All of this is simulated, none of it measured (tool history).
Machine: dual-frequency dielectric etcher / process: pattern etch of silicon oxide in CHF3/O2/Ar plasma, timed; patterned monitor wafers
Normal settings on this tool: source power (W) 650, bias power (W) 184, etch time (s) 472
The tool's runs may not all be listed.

| run | day | source power (W) | bias power (W) | etch time (s) | wafers since the last listed run | hours since the last wet clean | hours since the last source power generator calibration | hours since the last bias power generator calibration | hours since the last upper electrode change | hours since the gauge calibration | read-back reference wafer on the same gauge, depth_nm | mean etch depth across the wafer (angstrom) |
|---|---|---|---|---|---|---|---|---|---|---|---|---|
| 1 | 0 | 650 | 184 | 383 | 0 | 286.4 | 2423.1 | 2343.4 | 3742 | 80.8 | 899.9 | 8121 |
| 2 | 2.675 | 650 | 184 | 383 | 170 | 350.6 | 2487.3 | 2407.6 | 3806.2 | 145 | 900 | 8022 |
| 3 | 4.15 | 650 | 184 | 431 | 94 | 386 | 2522.7 | 2443 | 3841.6 | 180.4 | 897.6 | 9133 |
|  | 6.325 | wet clean of the chamber |
| 4 | 6.346 | 650 | 184 | 431 | 76 | 0.5 | 2575.4 | 2495.7 | 3894.3 | 233.1 | 896 | 9062 |
| 5 | 6.362 | 650 | 184 | 431 | 1 | 0.9 | 2575.8 | 2496.1 | 3894.7 | 233.5 | 894.8 | 9093 |
| 6 | 7.121 | 650 | 184 | 472 | 48 | 19.1 | 2594 | 2514.3 | 3912.9 | 251.7 | 896 | 9910 |
|  | 8.55 | upper electrode replaced |
| 7 | 8.571 | 650 | 184 | 472 | 28 | 53.9 | 2628.8 | 2549.1 | 0.5 | 286.5 | 893.1 | 9859 |
| 8 | 9.362 | 590 | 184 | 472 | 50 | 72.9 | 2647.8 | 2568.1 | 19.5 | 305.5 | 891.5 | 9478 |
| 9 | 10.554 | 650 | 229 | 345 | 76 | 101.5 | 2676.4 | 2596.7 | 48.1 | 334.1 | 889.7 | 7544 |
| 10 | 11.192 | 650 | 139 | 472 | 40 | 116.8 | 2691.7 | 2612 | 63.4 | 349.4 | 889.6 | 9442 |
|  | 11.858 | bias power generator calibrated |
|  | 12.546 | gauge calibrated |
| 11 | 13.462 | 650 | 184 | 472 | 134 | 171.3 | 2746.2 | 38.5 | 117.9 | 22 | 900.6 | 9963 |
|  | 14.546 | source power generator calibrated |
| 12 | 14.567 | 700 | 147 | 368 | 59 | 197.8 | 0.5 | 65 | 144.4 | 48.5 | 900.8 | 7757 |

Run 13 is up next; what results do you expect?
| 13 | 15.608 | 780 | 184 | 472 | 66 | 222.8 | 25.5 | 90 | 169.4 | 73.5 | ? | ? |

Run 13 gave read-back reference wafer on the same gauge, depth_nm 899.9, mean etch depth across the wafer (angstrom) 10955.
Without the tool's hidden state the same run would have given mean etch depth across the wafer (angstrom) 10944.
